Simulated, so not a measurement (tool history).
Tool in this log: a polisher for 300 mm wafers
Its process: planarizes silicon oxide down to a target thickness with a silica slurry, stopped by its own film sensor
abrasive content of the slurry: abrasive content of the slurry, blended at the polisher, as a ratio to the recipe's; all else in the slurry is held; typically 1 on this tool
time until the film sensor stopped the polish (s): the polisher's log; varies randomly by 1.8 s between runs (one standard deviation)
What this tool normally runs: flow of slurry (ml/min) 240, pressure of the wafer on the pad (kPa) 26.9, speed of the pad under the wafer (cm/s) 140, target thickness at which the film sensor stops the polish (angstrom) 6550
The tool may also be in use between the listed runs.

run    hour  flow of slurry (ml/min)  pressure of the wafer on the pad (kPa)  speed of the pad under the wafer (cm/s)  abrasive content of the slurry  target thickness at which the film sensor stops the polish (angstrom)  wafers since the last listed run  wafers polished on this pad  hours since the slurry nozzle was cleaned  hours since the head pressure was calibrated  hours since the slurry blender was calibrated  hours since the conditioning disc was replaced  incoming thickness of the incoming film, nm  time until the film sensor stopped the polish (s)
  1       0                      240                                    26.9                                      140                               1                                                                   6550                                 0                           24                                      403.5                                         299.2                                          260.3                                            25.4                                       1111.9                                              157.2
  2    98.6                      240                                    26.9                                      140                               1                                                                   6550                               587                          611                                      502.1                                         397.8                                          358.9                                             124                                       1137.8                                                168
  3   144.3                      240                                    26.9                                      140                               1                                                                   6550                               272                          883                                      547.8                                         443.5                                          404.6                                           169.7                                       1114.1                                              159.6
  4   222.5                      240                                    26.9                                      152                               1                                                                   5320                               465                         1349                                        626                                         521.7                                          482.8                                           247.9                                       1124.6                                              195.7
      269.8  -- slurry nozzle cleaned
      272.5  -- slurry blender recalibrated
  5   278.5                      240                                    26.9                                      152                               1                                                                   5320                               315                         1665                                        8.7                                         577.7                                              6                                           303.9                                       1122.8                                                192
  6   350.2                      310                                      31                                      140                               1                                                                   6550                               426                         2092                                       80.4                                         649.4                                           77.7                                           375.6                                       1127.6                                              138.8
  7   455.4                      240                                    26.9                                      140                               1                                                                   6550                               626                         2718                                      185.6                                         754.6                                          182.9                                           480.8                                       1103.2                                              154.5
      500.8  -- conditioning disc replaced and pad reconditioned
  8   513.5                      240                                    26.9                                      140                               1                                                                   6550                               334                         3052                                      243.7                                         812.7                                            241                                            12.7                                         1115                                              160.4
      542.5  -- head pressure recalibrated
  9   599.3                      190                                    35.2                                      140                               1                                                                   7360                               499                         3551                                      329.5                                          56.8                                          326.8                                            98.5                                       1129.8                                              107.3
        615  -- worn pad replaced by a new one
 10   676.2                      240                                    26.9                                      156                               1                                                                   5810                               434                          364                                      406.4                                         133.7                                          403.7                                           175.4                                       1129.4                                                175
 11   762.2                      240                                    26.9                                      140                               1                                                                   6550                               512                          876                                      492.4                                         219.7                                          489.7                                           261.4                                       1125.7                                                165
      780.8  -- slurry blender recalibrated
 12     810                      320                                      31                                      140                             1.2                                                                   8140                               272                         1149                                      540.2                                         267.5                                           29.2                                           309.2                                       1125.6                                               83.6
     1048.8  -- slurry nozzle cleaned
 13  1103.2                      240                                    26.9                                      108                               1                                                                   7760                              1740                         2889                                       54.4                                         560.7                                          322.4                                           602.4                                         1101                                              142.7
     1145.2  -- conditioning disc replaced and pad reconditioned
 14  1152.9                      240                                    26.9                                      112                               1                                                                   5040                               284                         3173                                      104.1                                         610.4                                          372.1                                             7.7                                       1121.3                                              257.1
       1228  -- worn pad replaced by a new one
 15    1257                      240                                    26.9                                      140                               1                                                                   6550                               596                          172                                      208.2                                         714.5                                          476.2                                           111.8                                       1141.2                                              169.7
     1322.1  -- slurry blender recalibrated
 16  1340.9                      240                                    26.9                                      140                            0.75                                                                   4940                               487                          660                                      292.1                                         798.4                                           18.8                                           195.7                                       1117.6                                              256.1
     1413.6  -- head pressure recalibrated
 17  1425.9                      240                                    26.9                                      130                               1                                                                   6550                               494                         1154                                      377.1                                          12.3                                          103.8                                           280.7                                         1117                                              168.7
 18  1497.5                      240                                    26.9                                      140                               1                                                                   6550                               426                         1580                                      448.7                                          83.9                                          175.4                                           352.3                                       1106.9                                              157.4
 19  1536.4                      310                                    22.8                                      186                               1                                                                   7030                               231                         1812                                      487.6                                         122.8                                          214.3                                           391.2                                       1112.2                                              132.1
 20  1595.9                      185                                    26.9                                      140                               1                                                                   6550                               354                         2166                                      547.1                                         182.3                                          273.8                                           450.7                                       1129.4                                              170.4
 21  1698.4                      240                                    26.9                                      130                               1                                                                   6550                               610                         2777                                      649.6                                         284.8                                          376.3                                           553.2                                       1112.1                                              166.6
     1725.9  -- worn pad replaced by a new one
     1733.1  -- conditioning disc replaced and pad reconditioned
 22  1764.1                      240                                    26.9                                      140                               1                                                                   6550                               355                          215                                      715.3                                         350.5                                            442                                              31                                       1120.1                                              160.6
 23  1869.9                      290                                    26.9                                      180                            1.25                                                                   7720                               630                          845                                      821.1                                         456.3                                          547.8                                           136.8                                       1117.3                                               86.7
 24  1906.6                      240                                    22.1                                      114                             0.8                                                                   6550                               218                         1063                                      857.8                                           493                                          584.5                                           173.5                                       1133.1                                                270

Alternative continuations, all from the tool just after run 24; predict every row:
  A  1907.1                      240                                    26.9                                      140                               1                                                                   6550                                 2                         1066                                      858.3                                         493.5                                            585                                             174                                         1142                                                  ?
  B  1907.1                      170                                    31.7                                      180                             0.7                                                                   6550                                 2                         1066                                      858.3                                         493.5                                            585                                             174                                         1142                                                  ?
  C  1907.1                      240                                    26.9                                      140                             0.9                                                                   6550                                 2                         1066                                      858.3                                         493.5                                            585                                             174                                         1142                                                  ?
  D  1907.1                      270                                    26.9                                      140                               1                                                                   5290                                 2                         1066                                      858.3                                         493.5                                            585                                             174                                         1142                                                  ?
  E  1907.1                      240                                    21.4                                      140                            0.85                                                                   6550                                 2                         1066                                      858.3                                         493.5                                            585                                             174                                         1142                                                  ?

run  time until the film sensor stopped the polish (s)
  A                                              169.5
  B                                              151.3
  C                                                179
  D                                              210.5
  E                                              232.3
Had the tool no hidden state, the same runs would have come out as:
run  time until the film sensor stopped the polish (s)
  A                                              169.5
  B                                              151.3
  C                                                179
  D                                              210.5
  E                                              232.3
